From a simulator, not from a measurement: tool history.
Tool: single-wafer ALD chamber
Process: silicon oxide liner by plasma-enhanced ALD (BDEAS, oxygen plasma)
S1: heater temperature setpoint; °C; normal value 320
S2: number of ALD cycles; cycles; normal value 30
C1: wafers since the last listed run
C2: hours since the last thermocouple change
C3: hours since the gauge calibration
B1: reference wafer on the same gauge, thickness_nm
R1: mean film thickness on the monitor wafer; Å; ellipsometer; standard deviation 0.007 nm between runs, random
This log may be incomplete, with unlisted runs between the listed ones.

| run | day | S1 | S2 | C1 | C2 | C3 | B1 | R1 |
|---|---|---|---|---|---|---|---|---|
| 1 | 0 | 320 | 30 | 0 | 2530.6 | 359.5 | 2.313 | 27.67 |
| 2 | 2.925 | 317 | 30 | 580 | 2600.8 | 429.7 | 2.307 | 27.73 |
| 3 | 4.083 | 320 | 30 | 230 | 2628.6 | 457.5 | 2.304 | 27.55 |
| 4 | 5.996 | 320 | 32 | 379 | 2674.5 | 503.4 | 2.3 | 29.43 |
| 5 | 8.888 | 320 | 32 | 574 | 2743.9 | 572.8 | 2.295 | 29.23 |
| 6 | 13.688 | 309 | 30 | 953 | 2859.1 | 688 | 2.284 | 27.77 |
| 7 | 15.138 | 309 | 30 | 287 | 2893.9 | 722.8 | 2.283 | 27.69 |
| 8 | 16.55 | 309 | 30 | 280 | 2927.8 | 756.7 | 2.277 | 27.57 |
|  | 17.671 | gauge calibrated |
| 9 | 18.75 | 320 | 33 | 436 | 2980.6 | 25.9 | 2.347 | 30.85 |
|  | 20.725 | thermocouple changed; heater temperature recalibrated |
| 10 | 20.746 | 327 | 30 | 330 | 0.5 | 73.8 | 2.343 | 27.66 |
| 11 | 22.538 | 327 | 30 | 355 | 43.5 | 116.8 | 2.34 | 27.6 |
| 12 | 24.596 | 320 | 30 | 408 | 92.9 | 166.2 | 2.337 | 27.89 |
| 13 | 26.317 | 320 | 35 | 341 | 134.2 | 207.5 | 2.332 | 32.53 |
| 14 | 29.283 | 327 | 35 | 589 | 205.4 | 278.7 | 2.325 | 31.94 |
| 15 | 31.679 | 331 | 26 | 475 | 262.9 | 336.2 | 2.319 | 23.6 |
| 16 | 34.396 | 315 | 30 | 539 | 328.1 | 401.4 | 2.312 | 27.86 |
| 17 | 35.967 | 307 | 30 | 311 | 365.8 | 439.1 | 2.311 | 28.15 |
| 18 | 38.829 | 333 | 30 | 568 | 434.5 | 507.8 | 2.305 | 26.95 |
| 19 | 40.346 | 334 | 35 | 301 | 470.9 | 544.2 | 2.3 | 31.39 |
| 20 | 42.412 | 311 | 34 | 410 | 520.5 | 593.8 | 2.294 | 31.44 |
| 21 | 44.3 | 327 | 28 | 374 | 565.8 | 639.1 | 2.294 | 25.25 |
| 22 | 46.254 | 331 | 33 | 388 | 612.7 | 686 | 2.288 | 29.58 |
| 23 | 48.504 | 320 | 30 | 446 | 666.7 | 740 | 2.283 | 27.27 |

Forecast each of these 3 alternatives for the next run:
| A | 48.521 | 320 | 28 | 3 | 667.1 | 740.4 | ? | ? |
| B | 48.521 | 314 | 30 | 3 | 667.1 | 740.4 | ? | ? |
| C | 48.521 | 328 | 34 | 3 | 667.1 | 740.4 | ? | ? |

| run | B1 | R1 |
|---|---|---|
| A | 2.282 | 25.5 |
| B | 2.282 | 27.59 |
| C | 2.282 | 30.55 |
With the hidden condition removed and each run's random variation left untouched, the same runs would have given:
| run | R1 |
|---|---|
| A | 26.25 |
| B | 28.4 |
| C | 31.45 |
